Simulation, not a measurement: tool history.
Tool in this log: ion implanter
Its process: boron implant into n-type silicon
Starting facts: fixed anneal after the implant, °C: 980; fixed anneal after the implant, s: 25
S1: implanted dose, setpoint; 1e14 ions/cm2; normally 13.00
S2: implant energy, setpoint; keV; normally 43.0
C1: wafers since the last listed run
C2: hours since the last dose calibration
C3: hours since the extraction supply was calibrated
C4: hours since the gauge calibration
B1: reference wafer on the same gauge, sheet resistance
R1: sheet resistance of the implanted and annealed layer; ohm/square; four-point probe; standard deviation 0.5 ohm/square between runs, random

run	hour	S1	S2	C1	C2	C3	C4	B1	R1
1	0.0	13.00	43.0	0	942.0	4556.3	418.3	75.21	87.59
2	70.8	13.00	43.0	1409	1012.8	4627.1	489.1	75.38	86.64
3	232.2	13.00	43.0	3212	1174.2	4788.5	650.5	74.75	86.75
# hour 249.0: Faraday cup replaced and dose calibrated
4	274.2	13.00	43.0	676	25.2	4830.5	692.5	74.88	86.37
5	343.7	13.00	31.5	1383	94.7	4900.0	762.0	75.07	87.98
6	414.5	13.00	43.0	1409	165.5	4970.8	832.8	74.85	86.48
7	466.3	13.00	43.0	1031	217.3	5022.6	884.6	74.78	86.34
8	514.4	13.00	43.0	957	265.4	5070.7	932.7	74.78	86.99
9	580.8	11.76	33.0	1321	331.8	5137.1	999.1	74.67	94.48
10	622.3	14.97	43.0	826	373.3	5178.6	1040.6	74.47	77.34
11	692.0	14.97	43.0	1387	443.0	5248.3	1110.3	74.41	77.56
12	747.8	14.97	43.0	1110	498.8	5304.1	1166.1	74.30	77.79
13	852.8	13.00	51.0	2090	603.8	5409.1	1271.1	74.43	85.89
14	894.8	13.00	51.0	836	645.8	5451.1	1313.1	74.33	86.41
15	937.7	13.00	43.0	853	688.7	5494.0	1356.0	74.50	85.62
16	979.4	13.00	43.0	830	730.4	5535.7	1397.7	74.31	86.82
17	1019.8	13.00	43.0	804	770.8	5576.1	1438.1	74.07	86.47
# hour 1028.9: extraction supply calibrated
18	1062.7	13.00	43.0	694	813.7	33.8	1481.0	74.33	85.34
# hour 1085.3: gauge calibrated
19	1104.3	13.00	43.0	828	855.3	75.4	19.0	76.83	89.40
20	1134.0	13.00	56.0	591	885.0	105.1	48.7	76.64	88.92
21	1163.4	11.64	53.0	585	914.4	134.5	78.1	76.47	96.08
22	1214.5	10.54	30.5	1017	965.5	185.6	129.2	76.33	105.96
23	1253.1	9.60	36.5	768	1004.1	224.2	167.8	75.97	111.90
24	1315.6	13.00	43.0	1244	1066.6	286.7	230.3	75.76	88.07
25	1362.4	13.00	29.5	931	1113.4	333.5	277.1	75.37	89.87
26	1493.7	13.00	54.0	2613	1244.7	464.8	408.4	74.96	87.01
# hour 1541.4: Faraday cup replaced and dose calibrated
27	1563.8	9.77	47.0	1236	22.4	534.9	478.5	74.67	107.83
28	1634.1	10.98	52.5	1399	92.7	605.2	548.8	74.64	98.97
29	1694.5	13.00	43.0	1202	153.1	665.6	609.2	74.54	86.79
30	1719.8	10.19	47.0	503	178.4	690.9	634.5	74.55	104.88
31	1744.6	13.00	43.0	493	203.2	715.7	659.3	74.60	85.89
32	1803.4	15.51	55.5	1170	262.0	774.5	718.1	74.23	75.47
33	1838.8	13.00	56.0	704	297.4	809.9	753.5	74.27	86.16
34	1905.9	16.63	50.5	1335	364.5	877.0	820.6	74.22	70.76
35	1942.4	13.00	43.0	726	401.0	913.5	857.1	74.08	85.55
36	2001.4	13.00	47.0	1174	460.0	972.5	916.1	74.09	85.66
37	2063.2	9.47	39.0	1230	521.8	1034.3	977.9	74.11	109.79

What would each run have given without the hidden state, its run-to-run variation left as it was?
Unlogged tool condition in this case: deviation of the true dose from the Faraday cup's reading, %; deviation of the true energy from its setpoint, %; gauge reads high (%).
run	R1
1	89.75
2	88.99
3	89.48
4	89.16
5	90.95
6	89.50
7	89.42
8	90.14
9	97.98
10	80.24
11	80.52
12	80.79
13	89.25
14	89.82
15	89.02
16	90.28
17	89.94
18	88.76
19	90.00
20	89.74
21	97.19
22	107.59
23	113.92
24	89.99
25	92.05
26	89.64
27	111.36
28	102.43
29	89.96
30	108.78
31	89.13
32	78.42
33	89.58
34	73.65
35	89.10
36	89.28
37	114.50
